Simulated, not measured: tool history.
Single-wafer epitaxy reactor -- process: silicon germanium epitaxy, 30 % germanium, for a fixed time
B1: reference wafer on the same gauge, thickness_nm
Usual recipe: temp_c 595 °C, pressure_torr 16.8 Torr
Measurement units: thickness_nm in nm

{"run": 1, "day": 0.0, "temp_c": 595, "pressure_torr": 16.8, "B1": 51.262, "thickness_nm": 48.044}
{"run": 2, "day": 4.175, "temp_c": 598, "pressure_torr": 16.8, "B1": 51.199, "thickness_nm": 50.702}
{"run": 3, "day": 9.633, "temp_c": 598, "pressure_torr": 16.8, "B1": 51.317, "thickness_nm": 50.826}
{"run": 4, "day": 11.696, "temp_c": 598, "pressure_torr": 16.8, "B1": 51.225, "thickness_nm": 50.625}
{"run": 5, "day": 14.192, "temp_c": 595, "pressure_torr": 16.8, "B1": 51.212, "thickness_nm": 47.932}
{"run": 6, "day": 18.183, "temp_c": 595, "pressure_torr": 16.8, "B1": 51.064, "thickness_nm": 47.998}
{"day": 18.575, "done": "capacitance manometer re-zeroed and calibrated"}
{"run": 7, "day": 19.833, "temp_c": 595, "pressure_torr": 16.8, "B1": 51.147, "thickness_nm": 47.706}
{"run": 8, "day": 24.104, "temp_c": 595, "pressure_torr": 16.8, "B1": 51.182, "thickness_nm": 47.82}
{"run": 9, "day": 26.746, "temp_c": 595, "pressure_torr": 16.8, "B1": 51.181, "thickness_nm": 48.08}
{"run": 10, "day": 29.167, "temp_c": 595, "pressure_torr": 16.8, "B1": 51.299, "thickness_nm": 48.052}
{"run": 11, "day": 31.662, "temp_c": 595, "pressure_torr": 16.8, "B1": 51.132, "thickness_nm": 48.056}
{"run": 12, "day": 33.3, "temp_c": 595, "pressure_torr": 15.5, "B1": 51.202, "thickness_nm": 46.681}
{"run": 13, "day": 36.288, "temp_c": 595, "pressure_torr": 15.5, "B1": 51.162, "thickness_nm": 46.085}
{"run": 14, "day": 38.233, "temp_c": 583, "pressure_torr": 15.5, "B1": 51.251, "thickness_nm": 38.348}
{"day": 41.642, "done": "pyrometer calibrated"}
{"day": 46.3, "done": "gauge calibrated"}
{"run": 15, "day": 48.925, "temp_c": 605, "pressure_torr": 15.5, "B1": 52.184, "thickness_nm": 55.641}
{"run": 16, "day": 52.038, "temp_c": 595, "pressure_torr": 16.8, "B1": 52.033, "thickness_nm": 49.041}
{"run": 17, "day": 56.504, "temp_c": 602, "pressure_torr": 20.6, "B1": 51.897, "thickness_nm": 59.404}
{"run": 18, "day": 59.629, "temp_c": 582, "pressure_torr": 20.0, "B1": 51.893, "thickness_nm": 41.969}
{"run": 19, "day": 62.633, "temp_c": 595, "pressure_torr": 16.8, "B1": 51.837, "thickness_nm": 48.604}
{"day": 63.033, "done": "showerhead replaced"}
{"run": 20, "day": 65.312, "temp_c": 607, "pressure_torr": 14.0, "B1": 51.702, "thickness_nm": 55.006}
{"day": 72.012, "done": "capacitance manometer re-zeroed and calibrated"}
{"run": 21, "day": 74.083, "temp_c": 595, "pressure_torr": 16.8, "B1": 51.587, "thickness_nm": 48.196}
{"run": 22, "day": 77.808, "temp_c": 595, "pressure_torr": 16.8, "B1": 51.489, "thickness_nm": 48.532}
{"run": 23, "day": 81.796, "temp_c": 604, "pressure_torr": 18.8, "B1": 51.455, "thickness_nm": 58.439}
{"run": 24, "day": 86.208, "temp_c": 600, "pressure_torr": 15.5, "B1": 51.473, "thickness_nm": 51.041}
{"run": 25, "day": 88.188, "temp_c": 607, "pressure_torr": 16.8, "B1": 51.544, "thickness_nm": 58.306}
{"run": 26, "day": 90.338, "temp_c": 581, "pressure_torr": 14.5, "B1": 51.325, "thickness_nm": 36.317}

What if the next run were any one of these 4? Each begins from the tool's condition after run 26:
{"run": "A", "day": 90.354, "temp_c": 595, "pressure_torr": 16.8, "B1": "?", "thickness_nm": "?"}
{"run": "B", "day": 90.354, "temp_c": 608, "pressure_torr": 18.4, "B1": "?", "thickness_nm": "?"}
{"run": "C", "day": 90.354, "temp_c": 584, "pressure_torr": 20.7, "B1": "?", "thickness_nm": "?"}
{"run": "D", "day": 90.354, "temp_c": 588, "pressure_torr": 16.8, "B1": "?", "thickness_nm": "?"}

run=A B1=51.341 thickness_nm=48.248
run=B B1=51.341 thickness_nm=61.589
run=C B1=51.341 thickness_nm=43.687
run=D B1=51.341 thickness_nm=43.022
Without the tool's hidden state the same runs would have given:
run=A thickness_nm=49.188
run=B thickness_nm=62.788
run=C thickness_nm=44.538
run=D thickness_nm=43.860
